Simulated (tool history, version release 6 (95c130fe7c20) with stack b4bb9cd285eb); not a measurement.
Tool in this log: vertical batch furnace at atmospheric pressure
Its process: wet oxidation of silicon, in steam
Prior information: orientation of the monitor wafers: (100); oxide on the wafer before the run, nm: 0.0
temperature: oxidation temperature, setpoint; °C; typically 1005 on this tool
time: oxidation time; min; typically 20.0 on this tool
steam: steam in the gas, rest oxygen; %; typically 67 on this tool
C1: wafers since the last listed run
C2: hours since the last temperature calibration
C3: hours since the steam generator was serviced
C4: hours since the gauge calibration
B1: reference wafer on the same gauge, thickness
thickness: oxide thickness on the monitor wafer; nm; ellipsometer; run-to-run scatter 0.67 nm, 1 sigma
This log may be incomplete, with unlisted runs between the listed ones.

run 1 day=0.000 | temperature=1005 time=20.0 steam=74 | C1=0 C2=1722.0 C3=3024.1 C4=876.7 | B1=117.99 | thickness=151.83
-- day=1.212 gauge calibrated
run 2 day=2.833 | temperature=1005 time=20.0 steam=74 | C1=1078 C2=1790.0 C3=3092.1 C4=38.9 | B1=120.52 | thickness=156.63
run 3 day=5.533 | temperature=1005 time=13.5 steam=67 | C1=1027 C2=1854.8 C3=3156.9 C4=103.7 | B1=120.63 | thickness=104.91
run 4 day=8.346 | temperature=1005 time=13.5 steam=67 | C1=1070 C2=1922.3 C3=3224.4 C4=171.2 | B1=120.61 | thickness=104.17
run 5 day=10.038 | temperature=1005 time=20.0 steam=67 | C1=643 C2=1962.9 C3=3265.0 C4=211.8 | B1=120.65 | thickness=144.01
run 6 day=12.071 | temperature=1005 time=20.0 steam=67 | C1=773 C2=2011.7 C3=3313.8 C4=260.6 | B1=120.45 | thickness=144.28
run 7 day=13.975 | temperature=1005 time=20.0 steam=67 | C1=724 C2=2057.4 C3=3359.5 C4=306.3 | B1=120.45 | thickness=144.17
run 8 day=15.975 | temperature=1005 time=20.0 steam=67 | C1=761 C2=2105.4 C3=3407.5 C4=354.3 | B1=120.34 | thickness=143.96
run 9 day=18.875 | temperature=1005 time=20.0 steam=67 | C1=1103 C2=2175.0 C3=3477.1 C4=423.9 | B1=120.13 | thickness=143.71
run 10 day=20.346 | temperature=1005 time=20.0 steam=67 | C1=559 C2=2210.3 C3=3512.4 C4=459.2 | B1=120.03 | thickness=143.73
run 11 day=28.604 | temperature=1005 time=26.5 steam=67 | C1=3142 C2=2408.5 C3=3710.6 C4=657.4 | B1=119.05 | thickness=177.31
run 12 day=30.617 | temperature=998 time=16.0 steam=60 | C1=765 C2=2456.8 C3=3758.9 C4=705.7 | B1=118.74 | thickness=100.27
run 13 day=33.567 | temperature=1005 time=16.5 steam=74 | C1=1122 C2=2527.6 C3=3829.7 C4=776.5 | B1=118.40 | thickness=130.91
run 14 day=34.833 | temperature=1005 time=13.0 steam=57 | C1=482 C2=2558.0 C3=3860.1 C4=806.9 | B1=118.21 | thickness=86.58
-- day=35.933 thermocouples replaced and temperature profile calibrated
-- day=37.742 steam generator serviced
run 15 day=37.762 | temperature=1005 time=29.5 steam=67 | C1=353 C2=43.9 C3=0.5 C4=877.2 | B1=117.84 | thickness=190.69
-- day=39.329 gauge calibrated
run 16 day=39.929 | temperature=1024 time=20.0 steam=55 | C1=824 C2=95.9 C3=52.5 C4=14.4 | B1=121.05 | thickness=149.62
run 17 day=42.675 | temperature=1005 time=20.0 steam=67 | C1=1044 C2=161.8 C3=118.4 C4=80.3 | B1=121.06 | thickness=145.05
run 18 day=45.154 | temperature=1005 time=20.0 steam=67 | C1=943 C2=221.3 C3=177.9 C4=139.8 | B1=121.11 | thickness=145.71
run 19 day=46.929 | temperature=1005 time=13.0 steam=56 | C1=675 C2=263.9 C3=220.5 C4=182.4 | B1=120.90 | thickness=87.65
run 20 day=49.296 | temperature=1018 time=12.5 steam=57 | C1=900 C2=320.7 C3=277.3 C4=239.2 | B1=120.73 | thickness=98.26
run 21 day=51.342 | temperature=1005 time=20.0 steam=67 | C1=778 C2=369.8 C3=326.4 C4=288.3 | B1=120.86 | thickness=143.50
run 22 day=52.533 | temperature=1017 time=29.5 steam=58 | C1=453 C2=398.4 C3=355.0 C4=316.9 | B1=120.45 | thickness=195.81
run 23 day=54.671 | temperature=1005 time=10.5 steam=79 | C1=813 C2=449.7 C3=406.3 C4=368.2 | B1=120.52 | thickness=97.56

Measured minus without-hidden-state, run by run (identical run-to-run variation in each term; gauge scatter may differ):
Unlogged tool condition in this case: true tube temperature minus thermocouple reading, K; steam share off its setpoint, % of the setpoint; gauge reads high (%).
run=1 thickness=-3.74
run=2 thickness=-0.34
run=3 thickness=-0.26
run=4 thickness=-0.33
run=5 thickness=-0.52
run=6 thickness=-0.64
run=7 thickness=-0.75
run=8 thickness=-0.91
run=9 thickness=-1.16
run=10 thickness=-1.31
run=11 thickness=-2.96
run=12 thickness=-1.90
run=13 thickness=-2.96
run=14 thickness=-2.10
run=15 thickness=-5.41
run=16 thickness=+0.06
run=17 thickness=+0.04
run=18 thickness=-0.03
run=19 thickness=-0.06
run=20 thickness=-0.14
run=21 thickness=-0.34
run=22 thickness=-0.56
run=23 thickness=-0.40

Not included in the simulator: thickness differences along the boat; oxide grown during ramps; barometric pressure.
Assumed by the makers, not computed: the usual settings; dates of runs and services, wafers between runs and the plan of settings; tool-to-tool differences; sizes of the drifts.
